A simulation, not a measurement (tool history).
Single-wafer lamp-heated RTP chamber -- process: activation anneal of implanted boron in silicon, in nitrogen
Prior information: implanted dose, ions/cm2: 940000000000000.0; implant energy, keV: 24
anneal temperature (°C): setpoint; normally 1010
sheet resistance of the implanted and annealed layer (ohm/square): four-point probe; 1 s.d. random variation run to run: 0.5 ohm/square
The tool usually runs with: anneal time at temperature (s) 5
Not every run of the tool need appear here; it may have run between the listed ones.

| run | day | anneal temperature (°C) | anneal time at temperature (s) | read-back reference wafer on the same gauge, sheet resistance | sheet resistance of the implanted and annealed layer (ohm/square) |
|---|---|---|---|---|---|
| 1 | 0.000 | 1010 | 5 | 99.01 | 119.42 |
|  | 2.408 | pyrometer window cleaned and pyrometer calibrated |
| 2 | 2.492 | 1003 | 4 | 98.96 | 124.18 |
| 3 | 4.558 | 1003 | 4 | 98.97 | 124.61 |
| 4 | 7.192 | 1003 | 4 | 99.06 | 123.53 |
| 5 | 10.067 | 1010 | 5 | 99.08 | 120.71 |
|  | 12.254 | reflector plate cleaned |
| 6 | 12.871 | 1010 | 5 | 98.95 | 119.94 |
| 7 | 15.075 | 1010 | 5 | 99.03 | 119.59 |
|  | 17.296 | pyrometer window cleaned and pyrometer calibrated |
| 8 | 17.317 | 1010 | 3 | 99.05 | 122.32 |
| 9 | 18.400 | 1010 | 3 | 99.04 | 122.11 |
| 10 | 19.975 | 1010 | 5 | 98.96 | 121.29 |
| 11 | 22.754 | 1010 | 5 | 99.01 | 121.45 |
| 12 | 24.850 | 991 | 4 | 98.98 | 126.85 |
| 13 | 26.338 | 1010 | 6 | 99.03 | 120.80 |
| 14 | 28.500 | 1010 | 5 | 99.02 | 119.57 |
|  | 30.600 | gauge calibrated |
|  | 31.000 | pyrometer window cleaned and pyrometer calibrated |
| 15 | 31.021 | 1031 | 8 | 99.00 | 117.59 |
| 16 | 32.500 | 992 | 8 | 98.94 | 126.80 |
|  | 33.558 | reflector plate cleaned |
| 17 | 34.012 | 987 | 5 | 98.95 | 131.17 |
| 18 | 40.742 | 991 | 5 | 99.05 | 125.99 |
| 19 | 42.542 | 1010 | 6 | 99.05 | 119.36 |
| 20 | 44.642 | 1022 | 3 | 99.07 | 117.86 |
|  | 45.317 | pyrometer window cleaned and pyrometer calibrated |
| 21 | 46.717 | 997 | 3 | 99.06 | 127.54 |
| 22 | 48.183 | 997 | 4 | 99.04 | 127.19 |

Alternative continuations, all from the tool just after run 22; predict every row:
| A | 48.200 | 1010 | 5 | ? | ? |
| B | 48.200 | 1010 | 8 | ? | ? |
| C | 48.200 | 1029 | 4 | ? | ? |
| D | 48.200 | 1027 | 5 | ? | ? |

| run | read-back reference wafer on the same gauge, sheet resistance | sheet resistance of the implanted and annealed layer (ohm/square) |
|---|---|---|
| A | 98.94 | 120.57 |
| B | 98.94 | 119.75 |
| C | 98.94 | 117.47 |
| D | 98.94 | 117.57 |
Without the tool's hidden state the same runs would have given:
| run | sheet resistance of the implanted and annealed layer (ohm/square) |
|---|---|
| A | 120.82 |
| B | 119.97 |
| C | 117.59 |
| D | 117.69 |
